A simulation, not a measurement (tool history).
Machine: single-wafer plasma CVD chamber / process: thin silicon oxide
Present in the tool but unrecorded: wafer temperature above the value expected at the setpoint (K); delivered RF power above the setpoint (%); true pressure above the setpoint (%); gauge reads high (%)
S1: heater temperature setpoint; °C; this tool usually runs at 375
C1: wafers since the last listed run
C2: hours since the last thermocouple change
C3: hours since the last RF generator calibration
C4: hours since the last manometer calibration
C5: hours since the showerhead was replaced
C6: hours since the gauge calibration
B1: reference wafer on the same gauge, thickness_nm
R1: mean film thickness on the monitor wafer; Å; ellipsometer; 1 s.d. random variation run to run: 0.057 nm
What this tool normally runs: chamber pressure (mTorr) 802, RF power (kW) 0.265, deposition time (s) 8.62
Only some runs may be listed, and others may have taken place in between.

{"run": 1, "hour": 0.0, "S1": 385, "chamber pressure (mTorr)": 802, "RF power (kW)": 0.265, "deposition time (s)": 9.48, "C1": 0, "C2": 1231.4, "C3": 1791.9, "C4": 2033.4, "C5": 4085.7, "C6": 385.9, "B1": 15.007, "R1": 138.49}
{"run": 2, "hour": 42.0, "S1": 385, "chamber pressure (mTorr)": 802, "RF power (kW)": 0.265, "deposition time (s)": 9.48, "C1": 1250, "C2": 1273.4, "C3": 1833.9, "C4": 2075.4, "C5": 4127.7, "C6": 427.9, "B1": 15.002, "R1": 137.77}
{"run": 3, "hour": 147.4, "S1": 385, "chamber pressure (mTorr)": 802, "RF power (kW)": 0.265, "deposition time (s)": 9.48, "C1": 3138, "C2": 1378.8, "C3": 1939.3, "C4": 2180.8, "C5": 4233.1, "C6": 533.3, "B1": 15.009, "R1": 136.97}
{"run": 4, "hour": 175.4, "S1": 375, "chamber pressure (mTorr)": 945, "RF power (kW)": 0.285, "deposition time (s)": 8.62, "C1": 833, "C2": 1406.8, "C3": 1967.3, "C4": 2208.8, "C5": 4261.1, "C6": 561.3, "B1": 15.004, "R1": 150.43}
{"run": 5, "hour": 204.3, "S1": 375, "chamber pressure (mTorr)": 945, "RF power (kW)": 0.285, "deposition time (s)": 8.62, "C1": 860, "C2": 1435.7, "C3": 1996.2, "C4": 2237.7, "C5": 4290.0, "C6": 590.2, "B1": 14.996, "R1": 149.95}
{"run": 6, "hour": 272.4, "S1": 375, "chamber pressure (mTorr)": 802, "RF power (kW)": 0.265, "deposition time (s)": 8.62, "C1": 2027, "C2": 1503.8, "C3": 2064.3, "C4": 2305.8, "C5": 4358.1, "C6": 658.3, "B1": 15.011, "R1": 124.13}
{"hour": 303.9, "done": "RF generator calibrated"}
{"run": 7, "hour": 308.2, "S1": 375, "chamber pressure (mTorr)": 802, "RF power (kW)": 0.265, "deposition time (s)": 8.62, "C1": 827, "C2": 1539.6, "C3": 4.3, "C4": 2341.6, "C5": 4393.9, "C6": 694.1, "B1": 15.005, "R1": 129.75}
{"run": 8, "hour": 342.6, "S1": 375, "chamber pressure (mTorr)": 802, "RF power (kW)": 0.265, "deposition time (s)": 8.62, "C1": 1024, "C2": 1574.0, "C3": 38.7, "C4": 2376.0, "C5": 4428.3, "C6": 728.5, "B1": 14.989, "R1": 128.99}
{"run": 9, "hour": 366.4, "S1": 375, "chamber pressure (mTorr)": 802, "RF power (kW)": 0.265, "deposition time (s)": 8.62, "C1": 708, "C2": 1597.8, "C3": 62.5, "C4": 2399.8, "C5": 4452.1, "C6": 752.3, "B1": 15.01, "R1": 128.25}
{"run": 10, "hour": 396.6, "S1": 375, "chamber pressure (mTorr)": 921, "RF power (kW)": 0.265, "deposition time (s)": 8.62, "C1": 899, "C2": 1628.0, "C3": 92.7, "C4": 2430.0, "C5": 4482.3, "C6": 782.5, "B1": 15.007, "R1": 143.78}
{"hour": 408.2, "done": "capacitance manometer re-zeroed and calibrated"}
{"run": 11, "hour": 425.0, "S1": 375, "chamber pressure (mTorr)": 802, "RF power (kW)": 0.295, "deposition time (s)": 7.26, "C1": 607, "C2": 1656.4, "C3": 121.1, "C4": 16.8, "C5": 4510.7, "C6": 810.9, "B1": 15.012, "R1": 120.42}
{"hour": 435.8, "done": "showerhead replaced"}
{"run": 12, "hour": 443.5, "S1": 375, "chamber pressure (mTorr)": 802, "RF power (kW)": 0.295, "deposition time (s)": 7.26, "C1": 312, "C2": 1674.9, "C3": 139.6, "C4": 35.3, "C5": 7.7, "C6": 829.4, "B1": 15.001, "R1": 119.45}
{"run": 13, "hour": 463.7, "S1": 375, "chamber pressure (mTorr)": 802, "RF power (kW)": 0.265, "deposition time (s)": 8.62, "C1": 601, "C2": 1695.1, "C3": 159.8, "C4": 55.5, "C5": 27.9, "C6": 849.6, "B1": 15.001, "R1": 134.47}
{"run": 14, "hour": 494.7, "S1": 375, "chamber pressure (mTorr)": 674, "RF power (kW)": 0.285, "deposition time (s)": 7.07, "C1": 923, "C2": 1726.1, "C3": 190.8, "C4": 86.5, "C5": 58.9, "C6": 880.6, "B1": 15.002, "R1": 97.58}
{"hour": 501.1, "done": "gauge calibrated"}
{"run": 15, "hour": 515.5, "S1": 375, "chamber pressure (mTorr)": 802, "RF power (kW)": 0.245, "deposition time (s)": 8.62, "C1": 619, "C2": 1746.9, "C3": 211.6, "C4": 107.3, "C5": 79.7, "C6": 14.4, "B1": 14.992, "R1": 127.82}
{"run": 16, "hour": 537.8, "S1": 360, "chamber pressure (mTorr)": 802, "RF power (kW)": 0.265, "deposition time (s)": 8.62, "C1": 664, "C2": 1769.2, "C3": 233.9, "C4": 129.6, "C5": 102.0, "C6": 36.7, "B1": 14.997, "R1": 136.01}
{"run": 17, "hour": 565.8, "S1": 375, "chamber pressure (mTorr)": 909, "RF power (kW)": 0.265, "deposition time (s)": 7.51, "C1": 833, "C2": 1797.2, "C3": 261.9, "C4": 157.6, "C5": 130.0, "C6": 64.7, "B1": 15.01, "R1": 130.53}
{"run": 18, "hour": 578.9, "S1": 383, "chamber pressure (mTorr)": 802, "RF power (kW)": 0.305, "deposition time (s)": 8.62, "C1": 390, "C2": 1810.3, "C3": 275.0, "C4": 170.7, "C5": 143.1, "C6": 77.8, "B1": 15.003, "R1": 143.04}
{"run": 19, "hour": 601.5, "S1": 387, "chamber pressure (mTorr)": 853, "RF power (kW)": 0.235, "deposition time (s)": 8.62, "C1": 673, "C2": 1832.9, "C3": 297.6, "C4": 193.3, "C5": 165.7, "C6": 100.4, "B1": 15.007, "R1": 130.62}
{"run": 20, "hour": 625.7, "S1": 387, "chamber pressure (mTorr)": 971, "RF power (kW)": 0.285, "deposition time (s)": 10.32, "C1": 720, "C2": 1857.1, "C3": 321.8, "C4": 217.5, "C5": 189.9, "C6": 124.6, "B1": 15.0, "R1": 195.0}
{"run": 21, "hour": 648.2, "S1": 364, "chamber pressure (mTorr)": 802, "RF power (kW)": 0.265, "deposition time (s)": 8.16, "C1": 670, "C2": 1879.6, "C3": 344.3, "C4": 240.0, "C5": 212.4, "C6": 147.1, "B1": 15.008, "R1": 127.34}
{"hour": 670.0, "done": "thermocouple changed; heater temperature recalibrated"}
{"run": 22, "hour": 677.2, "S1": 375, "chamber pressure (mTorr)": 802, "RF power (kW)": 0.265, "deposition time (s)": 8.62, "C1": 625, "C2": 7.2, "C3": 373.3, "C4": 269.0, "C5": 241.4, "C6": 176.1, "B1": 14.982, "R1": 133.26}
{"run": 23, "hour": 692.9, "S1": 384, "chamber pressure (mTorr)": 802, "RF power (kW)": 0.265, "deposition time (s)": 9.81, "C1": 467, "C2": 22.9, "C3": 389.0, "C4": 284.7, "C5": 257.1, "C6": 191.8, "B1": 14.986, "R1": 151.81}
{"run": 24, "hour": 796.0, "S1": 371, "chamber pressure (mTorr)": 656, "RF power (kW)": 0.265, "deposition time (s)": 8.62, "C1": 3070, "C2": 126.0, "C3": 492.1, "C4": 387.8, "C5": 360.2, "C6": 294.9, "B1": 14.995, "R1": 108.51}

What will run 25 give?
{"run": 25, "hour": 815.7, "S1": 375, "chamber pressure (mTorr)": 620, "RF power (kW)": 0.265, "deposition time (s)": 7.25, "C1": 586, "C2": 145.7, "C3": 511.8, "C4": 407.5, "C5": 379.9, "C6": 314.6, "B1": "?", "R1": "?"}

B1: 14.993
R1: 86.00 Å
With the hidden condition absent and the run-to-run variation left alone, this run would have shown R1 89.80 Å.
